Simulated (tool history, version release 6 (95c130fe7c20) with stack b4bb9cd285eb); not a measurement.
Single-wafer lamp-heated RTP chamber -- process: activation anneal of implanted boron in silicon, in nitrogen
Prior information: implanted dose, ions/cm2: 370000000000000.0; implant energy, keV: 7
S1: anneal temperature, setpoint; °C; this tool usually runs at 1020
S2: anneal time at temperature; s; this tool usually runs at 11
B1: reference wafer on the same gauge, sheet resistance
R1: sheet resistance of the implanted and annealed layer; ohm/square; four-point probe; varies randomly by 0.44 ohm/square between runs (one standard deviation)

| run | day | S1 | S2 | B1 | R1 |
|---|---|---|---|---|---|
| 1 | 0 | 997 | 11 | 341.41 | 297 |
|  | 2.433 | pyrometer window cleaned and pyrometer calibrated |
| 2 | 3.067 | 997 | 11 | 341.18 | 296.73 |
| 3 | 4.758 | 1020 | 11 | 341.23 | 292.95 |
| 4 | 7.733 | 1020 | 11 | 341.1 | 293.84 |
| 5 | 10.425 | 1020 | 11 | 341.02 | 292.87 |
| 6 | 12.238 | 1020 | 11 | 340.83 | 292.86 |
| 7 | 14.567 | 1020 | 11 | 340.71 | 293.05 |
| 8 | 16.383 | 1020 | 11 | 340.63 | 291.96 |
| 9 | 19.421 | 1020 | 12 | 340.54 | 292.58 |
|  | 21.638 | reflector plate cleaned |
| 10 | 22.762 | 1020 | 12 | 340.41 | 291.99 |
| 11 | 25.371 | 1020 | 12 | 340.27 | 291.85 |
| 12 | 27.008 | 1020 | 11 | 340.24 | 292.81 |
|  | 28.333 | gauge calibrated |
|  | 28.479 | pyrometer window cleaned and pyrometer calibrated |
| 13 | 28.804 | 1020 | 11 | 342.96 | 295.78 |
| 14 | 31.812 | 1020 | 11 | 342.92 | 294.93 |
| 15 | 35.183 | 1009 | 11 | 342.85 | 295.99 |
| 16 | 37.8 | 1009 | 11 | 342.98 | 295.3 |
| 17 | 40.125 | 993 | 5 | 342.98 | 302.35 |
| 18 | 43.038 | 1049 | 9 | 342.81 | 294.34 |
| 19 | 47.204 | 1020 | 11 | 342.89 | 295.75 |
| 20 | 50.458 | 1008 | 15 | 342.92 | 295.13 |
|  | 52.904 | reflector plate cleaned |
|  | 54.329 | pyrometer window cleaned and pyrometer calibrated |
| 21 | 62.642 | 997 | 11 | 342.74 | 297.47 |
| 22 | 65.95 | 1020 | 11 | 342.61 | 294.59 |
| 23 | 67.946 | 1047 | 15 | 342.55 | 292.4 |
| 24 | 71.712 | 999 | 11 | 342.49 | 297.1 |
| 25 | 74.342 | 1045 | 16 | 342.37 | 292.68 |
|  | 75.846 | pyrometer window cleaned and pyrometer calibrated |
| 26 | 77.383 | 1020 | 11 | 342.24 | 294.23 |
| 27 | 79.146 | 993 | 13 | 342.39 | 299.02 |
|  | 83.092 | reflector plate cleaned |
| 28 | 83.112 | 1020 | 11 | 342.22 | 293.55 |
| 29 | 87.212 | 999 | 16 | 342.03 | 296.53 |
| 30 | 88.779 | 1010 | 8 | 341.93 | 296.42 |
| 31 | 92.812 | 1031 | 7 | 341.89 | 294.34 |
| 32 | 96.562 | 1048 | 5 | 341.7 | 295.19 |
|  | 99.296 | pyrometer window cleaned and pyrometer calibrated |
| 33 | 99.921 | 994 | 5 | 341.55 | 300.33 |
| 34 | 103.417 | 1008 | 11 | 341.49 | 296.1 |
| 35 | 106.721 | 1020 | 6 | 341.25 | 293.83 |

Had the tool no unlogged condition, and each run kept its random variation, what would the results have been?
Hidden conditions of the tool in this case: true wafer temperature minus pyrometer reading, K; wafer temperature error from the tarnished reflector plate, K; gauge reads high (%).
| run | R1 |
|---|---|
| 1 | 298.38 |
| 2 | 298.23 |
| 3 | 294.49 |
| 4 | 295.5 |
| 5 | 294.63 |
| 6 | 294.69 |
| 7 | 294.99 |
| 8 | 293.96 |
| 9 | 294.72 |
| 10 | 294.27 |
| 11 | 294.26 |
| 12 | 295.31 |
| 13 | 295.79 |
| 14 | 294.95 |
| 15 | 296.01 |
| 16 | 295.34 |
| 17 | 302.4 |
| 18 | 294.4 |
| 19 | 295.85 |
| 20 | 295.26 |
| 21 | 297.77 |
| 22 | 294.94 |
| 23 | 292.78 |
| 24 | 297.56 |
| 25 | 293.19 |
| 26 | 294.81 |
| 27 | 299.64 |
| 28 | 294.26 |
| 29 | 297.36 |
| 30 | 297.3 |
| 31 | 295.33 |
| 32 | 296.29 |
| 33 | 301.56 |
| 34 | 297.43 |
| 35 | 295.27 |

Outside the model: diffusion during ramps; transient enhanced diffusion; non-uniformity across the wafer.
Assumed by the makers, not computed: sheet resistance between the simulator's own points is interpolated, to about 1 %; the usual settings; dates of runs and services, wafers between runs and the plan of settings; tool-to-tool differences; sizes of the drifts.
